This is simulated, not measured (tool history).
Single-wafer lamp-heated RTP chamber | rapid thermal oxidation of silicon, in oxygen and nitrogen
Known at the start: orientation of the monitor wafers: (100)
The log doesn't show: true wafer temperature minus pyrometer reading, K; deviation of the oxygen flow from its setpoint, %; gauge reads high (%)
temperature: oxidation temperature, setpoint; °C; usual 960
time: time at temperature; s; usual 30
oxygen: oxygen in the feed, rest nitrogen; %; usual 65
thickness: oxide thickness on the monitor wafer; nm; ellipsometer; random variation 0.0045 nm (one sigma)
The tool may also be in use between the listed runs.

run   hour  temperature  time  oxygen  wafers since the last listed run  wafers since the last pyrometer calibration  hours since the oxygen flow controller was replaced  hours since the gauge calibration  read-back reference wafer on the same gauge, thickness  thickness
  1    0.0          960    30      65                                 0                                         1316                                               3072.1                               70.3                                                   3.131      3.035
  2   70.8          960    30      65                               463                                         1779                                               3142.9                              141.1                                                   3.130      3.029
  3  102.4          960    33      65                               206                                         1986                                               3174.5                              172.7                                                   3.131      3.129
  4  129.7          960    36      65                               178                                         2165                                               3201.8                              200.0                                                   3.130      3.222
  5  161.5          948    30      65                               207                                         2372                                               3233.6                              231.8                                                   3.133      2.856
  6  220.8          960    30      80                               387                                         2760                                               3292.9                              291.1                                                   3.129      3.194
  7  251.2          960    30      65                               198                                         2959                                               3323.3                              321.5                                                   3.130      3.035
     261.6  -- pyrometer window cleaned and pyrometer calibrated
  8  281.4          960    30      65                               145                                          129                                               3353.5                              351.7                                                   3.131      3.000
     293.9  -- oxygen flow controller replaced
  9  307.3          960    15      51                               117                                          246                                                 13.4                              377.6                                                   3.130      2.402
 10  377.5          960    25      92                               459                                          705                                                 83.6                              447.8                                                   3.130      3.098
 11  405.0          969    30      51                               179                                          885                                                111.1                              475.3                                                   3.131      3.003
 12  436.0          960    43      87                               202                                         1087                                                142.1                              506.3                                                   3.128      3.712
     453.8  -- gauge calibrated
 13  545.7          985    25      44                               717                                         1805                                                251.8                               91.9                                                   3.129      2.981
 14  598.4          973    17      65                               344                                         2150                                                304.5                              144.6                                                   3.131      2.736
 15  628.7          960    15      51                               198                                         2348                                                334.8                              174.9                                                   3.129      2.412
 16  690.8          971    30      40                               406                                         2754                                                396.9                              237.0                                                   3.131      2.875
     716.7  -- pyrometer window cleaned and pyrometer calibrated
 17  720.1          960    30      65                               139                                           22                                                426.2                              266.3                                                   3.133      2.992

3 ways to go on from here, each from the tool as it stands after run 17. What would each give?
  A  720.6          960    30      65                                 3                                           25                                                426.7                              266.8                                                       ?          ?
  B  720.6          941    22      53                                 3                                           25                                                426.7                              266.8                                                       ?          ?
  C  720.6          960    24      65                                 3                                           25                                                426.7                              266.8                                                       ?          ?

run  read-back reference wafer on the same gauge, thickness  thickness
  A                                                   3.130      2.996
  B                                                   3.130      2.452
  C                                                   3.130      2.803
Without the tool's hidden state the same runs would have given:
run  thickness
  A      2.994
  B      2.451
  C      2.801
